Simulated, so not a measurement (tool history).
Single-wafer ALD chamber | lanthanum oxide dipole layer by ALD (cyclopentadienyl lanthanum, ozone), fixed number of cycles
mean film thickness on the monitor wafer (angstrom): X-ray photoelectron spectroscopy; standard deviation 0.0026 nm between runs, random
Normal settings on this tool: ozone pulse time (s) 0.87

run,hour,ozone pulse time (s),wafers since the last listed run,hours since the last thermocouple change,hours since the last ozone generator service,hours since the showerhead was replaced,hours since the gauge calibration,"read-back reference wafer on the same gauge, thickness_nm",mean film thickness on the monitor wafer (angstrom)
1,0,0.87,0,1997.3,850.7,5067.2,362,0.518,4.37
2,15.5,0.87,247,2012.8,866.2,5082.7,377.5,0.519,4.38
3,26.5,0.87,175,2023.8,877.2,5093.7,388.5,0.521,4.44
4,42.7,0.87,258,2040,893.4,5109.9,404.7,0.52,4.37
5,55.9,0.87,210,2053.2,906.6,5123.1,417.9,0.52,4.35
6,71.9,0.87,255,2069.2,922.6,5139.1,433.9,0.52,4.34
# hour 72.3: gauge calibrated
7,86.2,0.87,228,2083.5,936.9,5153.4,13.9,0.519,4.34
8,103,0.87,268,2100.3,953.7,5170.2,30.7,0.519,4.34
# hour 116.3: showerhead replaced
9,116.8,0.87,92,2114.1,967.5,0.5,44.5,0.52,4.36
10,121.1,0.87,68,2118.4,971.8,4.8,48.8,0.52,4.3
11,135.5,0.67,230,2132.8,986.2,19.2,63.2,0.52,4.05
12,169.3,1.1,540,2166.6,1020,53,97,0.521,4.59
13,185.1,1.06,252,2182.4,1035.8,68.8,112.8,0.52,4.51
14,202.1,0.76,271,2199.4,1052.8,85.8,129.8,0.52,4.19
15,214.9,1.19,204,2212.2,1065.6,98.6,142.6,0.52,4.63
# hour 237.1: thermocouple changed; heater temperature recalibrated
16,237.6,0.71,234,0.5,1088.3,121.3,165.3,0.521,4.07
17,247.7,1.02,161,10.6,1098.4,131.4,175.4,0.52,4.46
18,263.4,1.01,250,26.3,1114.1,147.1,191.1,0.521,4.4
19,273.9,0.78,167,36.8,1124.6,157.6,201.6,0.52,4.15
# hour 286.4: ozone generator serviced
20,286.9,0.87,79,49.8,0.5,170.6,214.6,0.52,4.63
21,288.9,0.87,31,51.8,2.5,172.6,216.6,0.52,4.64
22,298.6,0.54,154,61.5,12.2,182.3,226.3,0.519,4.15
23,315.5,0.87,270,78.4,29.1,199.2,243.2,0.519,4.6
24,331.1,0.87,249,94,44.7,214.8,258.8,0.519,4.61
25,348.2,0.62,273,111.1,61.8,231.9,275.9,0.52,4.3
26,370,1.16,348,132.9,83.6,253.7,297.7,0.52,4.91
27,378,0.87,127,140.9,91.6,261.7,305.7,0.519,4.65
28,384.9,0.55,110,147.8,98.5,268.6,312.6,0.521,4.18
29,400,1.2,241,162.9,113.6,283.7,327.7,0.519,4.92
30,414.9,0.87,238,177.8,128.5,298.6,342.6,0.519,4.57
31,421.8,0.87,110,184.7,135.4,305.5,349.5,0.521,4.6
32,427.9,1.17,97,190.8,141.5,311.6,355.6,0.52,4.94
33,439.1,0.61,178,202,152.7,322.8,366.8,0.52,4.23
34,450.3,0.87,178,213.2,163.9,334,378,0.52,4.57

Branching from run 34: 5 alternative next runs. What would each branch give?
A,450.7,0.59,6,213.6,164.3,334.4,378.4,?,?
B,450.7,0.96,6,213.6,164.3,334.4,378.4,?,?
C,450.7,1.13,6,213.6,164.3,334.4,378.4,?,?
D,450.7,0.68,6,213.6,164.3,334.4,378.4,?,?
E,450.7,0.97,6,213.6,164.3,334.4,378.4,?,?

run,"read-back reference wafer on the same gauge, thickness_nm",mean film thickness on the monitor wafer (angstrom)
A,0.521,4.22
B,0.521,4.71
C,0.521,4.87
D,0.521,4.35
E,0.521,4.72
The same runs, with their run-to-run variation unchanged, on a tool lacking any hidden condition would have given:
run,mean film thickness on the monitor wafer (angstrom)
A,4.33
B,4.8
C,4.96
D,4.46
E,4.81
